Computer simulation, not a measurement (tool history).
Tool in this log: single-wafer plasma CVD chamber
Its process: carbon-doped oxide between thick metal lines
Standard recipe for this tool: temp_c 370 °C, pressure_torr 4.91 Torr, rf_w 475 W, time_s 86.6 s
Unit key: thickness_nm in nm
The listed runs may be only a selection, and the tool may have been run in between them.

| run | day | temp_c | pressure_torr | rf_w | time_s | read-back reference wafer on the same gauge, thickness_nm | thickness_nm |
|---|---|---|---|---|---|---|---|
| 1 | 0 | 370 | 4.91 | 475 | 86.6 | 519.13 | 465.836 |
| 2 | 2.683 | 370 | 4.54 | 475 | 86.6 | 518.031 | 464.949 |
| 3 | 4.683 | 370 | 4.91 | 475 | 86.6 | 519.903 | 470.338 |
| 4 | 7.238 | 370 | 4.91 | 475 | 86.6 | 519.979 | 469.601 |
| 5 | 8.367 | 370 | 4.91 | 475 | 86.6 | 519.717 | 474.238 |
| 6 | 11.054 | 370 | 4.91 | 475 | 86.6 | 517.746 | 469.458 |
| 7 | 17.779 | 370 | 4.91 | 475 | 86.6 | 518.503 | 472.477 |
| 8 | 20.625 | 370 | 4.91 | 475 | 86.6 | 518.748 | 469.278 |
| 9 | 22.067 | 370 | 4.91 | 475 | 86.6 | 520.088 | 472.077 |
| 10 | 23.45 | 370 | 4.91 | 475 | 80.7 | 519.052 | 438.207 |
| 11 | 25.4 | 370 | 3.89 | 475 | 93.9 | 519.382 | 485.915 |
| 12 | 27.583 | 383 | 5.27 | 475 | 97.1 | 517.995 | 520.275 |
| 13 | 29.179 | 370 | 4.17 | 475 | 72.4 | 518.635 | 379.857 |
| 14 | 30.633 | 370 | 3.92 | 420 | 99 | 520.091 | 456.143 |
| 15 | 32.025 | 370 | 4.91 | 475 | 86.6 | 519.24 | 474.684 |
| 16 | 33.425 | 370 | 4.91 | 475 | 86.6 | 518.243 | 469.913 |
| 17 | 41.175 | 370 | 4.91 | 475 | 86.6 | 518.281 | 468.49 |
| 18 | 43.412 | 384 | 4.91 | 475 | 86.6 | 518.954 | 455.601 |
| 19 | 46.188 | 370 | 4.91 | 475 | 86.6 | 518.998 | 466.516 |
| 20 | 47.292 | 363 | 4.56 | 475 | 103.1 | 518.393 | 562.054 |
| 21 | 48.75 | 361 | 3.76 | 510 | 95.5 | 518.085 | 531.638 |
| 22 | 50.112 | 370 | 4.91 | 475 | 86.6 | 518.8 | 467.542 |
| 23 | 52.554 | 378 | 5.98 | 475 | 86.6 | 518.419 | 482.293 |
| 24 | 54.708 | 384 | 4.91 | 510 | 81.1 | 519.137 | 451.724 |
| 25 | 57.438 | 384 | 4.91 | 510 | 81.1 | 518.132 | 448.501 |
| 26 | 58.592 | 370 | 3.79 | 475 | 73.9 | 518.919 | 380.783 |
| 27 | 60.571 | 359 | 6.07 | 550 | 86.6 | 519.511 | 563.995 |
| 28 | 63.275 | 378 | 5.4 | 425 | 102.4 | 519.552 | 494.55 |

Taken out of this log: 5 entries between the listed runs. Where each belongs, and how the hidden state differs across it:
In the gap between runs 7 and 8: showerhead replaced (day 20.567)
  both runs share identical hidden conditions
In the gap between runs 9 and 10: thermocouple changed; heater temperature recalibrated (day 23.429)
  both runs share identical hidden conditions
In the gap between runs 11 and 12: capacitance manometer re-zeroed and calibrated (day 27.338)
  both runs share identical hidden conditions
In the gap between runs 14 and 15: RF generator calibrated (day 31.725)
  both runs share identical hidden conditions
In the gap between runs 16 and 17: gauge calibrated (day 39.754)
  both runs share identical hidden conditions
